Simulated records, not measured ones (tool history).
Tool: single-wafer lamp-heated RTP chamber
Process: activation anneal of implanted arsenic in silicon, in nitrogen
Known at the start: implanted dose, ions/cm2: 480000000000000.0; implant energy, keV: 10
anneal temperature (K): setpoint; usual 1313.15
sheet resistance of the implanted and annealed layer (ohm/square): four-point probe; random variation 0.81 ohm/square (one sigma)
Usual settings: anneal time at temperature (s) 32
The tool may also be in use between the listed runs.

run    hour  anneal temperature (K)  anneal time at temperature (s)  read-back reference wafer on the same gauge, sheet resistance  sheet resistance of the implanted and annealed layer (ohm/square)
  1     0.0                 1313.15                              32                                                         199.02                                                             212.60
  2    61.3                 1313.15                              36                                                         198.99                                                             209.71
  3   100.4                 1313.15                              32                                                         199.02                                                             209.52
  4   136.7                 1313.15                              32                                                         199.09                                                             210.05
      157.8  -- pyrometer window cleaned and pyrometer calibrated
  5   205.0                 1313.15                              32                                                         198.90                                                             214.70
      238.5  -- reflector plate cleaned
      285.7  -- gauge calibrated
  6   286.6                 1313.15                              32                                                         198.86                                                             214.21
  7   329.8                 1313.15                              32                                                         198.92                                                             214.17
  8   430.8                 1294.15                              32                                                         199.12                                                             219.97
  9   484.1                 1294.15                              32                                                         199.31                                                             219.59
 10   568.3                 1336.15                              32                                                         198.89                                                             204.39
 11   627.1                 1313.15                              32                                                         198.98                                                             211.52
 12   822.1                 1313.15                              32                                                         199.02                                                             211.54
 13   862.6                 1313.15                              32                                                         199.06                                                             211.52
 14   902.4                 1313.15                              32                                                         198.93                                                             209.93
 15   952.5                 1284.15                              42                                                         199.04                                                             214.81
      980.1  -- reflector plate cleaned
     1007.0  -- pyrometer window cleaned and pyrometer calibrated
 16  1021.0                 1313.15                              23                                                         199.10                                                             219.84
 17  1112.5                 1292.15                              14                                                         199.05                                                             231.94
 18  1184.7                 1313.15                              47                                                         199.11                                                             207.32
 19  1266.6                 1313.15                              32                                                         198.90                                                             212.42
 20  1340.8                 1305.15                              22                                                         199.08                                                             221.34
 21  1448.4                 1303.15                              25                                                         198.87                                                             218.70
 22  1538.9                 1292.15                              41                                                         199.14                                                             216.00
 23  1646.0                 1323.15                              19                                                         199.05                                                             215.61
 24  1738.3                 1313.15                              32                                                         198.96                                                             211.66
     1775.3  -- pyrometer window cleaned and pyrometer calibrated
     1805.8  -- reflector plate cleaned
 25  1829.1                 1292.15                              46                                                         199.10                                                             216.63
 26  1893.1                 1313.15                              32                                                         199.23                                                             213.64
 27  1944.3                 1313.15                              32                                                         199.02                                                             212.11
 28  1981.8                 1337.15                              32                                                         199.20                                                             204.56
 29  2023.3                 1313.15                              45                                                         199.14                                                             209.08
 30  2120.1                 1337.15                              21                                                         198.95                                                             210.72
 31  2167.2                 1313.15                              32                                                         198.88                                                             212.75
 32  2257.5                 1313.15                              48                                                         199.01                                                             207.01
 33  2365.3                 1330.15                              32                                                         199.15                                                             205.05
 34  2418.6                 1313.15                              39                                                         198.93                                                             208.12
     2477.6  -- reflector plate cleaned
 35  2501.5                 1337.15                              21                                                         199.15                                                             208.30
     2551.1  -- pyrometer window cleaned and pyrometer calibrated
 36  2606.9                 1301.15                              50                                                         198.99                                                             212.77
 37  2666.3                 1285.15                              45                                                         198.95                                                             217.17

The tool's hidden state at each run:
wafer temperature error from the tarnished reflector plate, K: 0 in every run
gauge reads high (%): 0 in every run
H1: true wafer temperature minus pyrometer reading, K
run     H1
  1   11.5
  2   12.5
  3   13.2
  4   13.7
  5  0.977
  6    2.3
  7      3
  8   4.64
  9   5.51
 10   6.88
 11   7.83
 12     11
 13   11.7
 14   12.3
 15   13.1
 16  0.627
 17   2.11
 18   3.29
 19   4.62
 20   5.82
 21   7.57
 22   9.04
 23   10.8
 24   12.3
 25   1.52
 26   2.56
 27   3.39
 28      4
 29   4.68
 30   6.25
 31   7.02
 32   8.48
 33   10.2
 34   11.1
 35   12.4
 36   1.64
 37   2.61
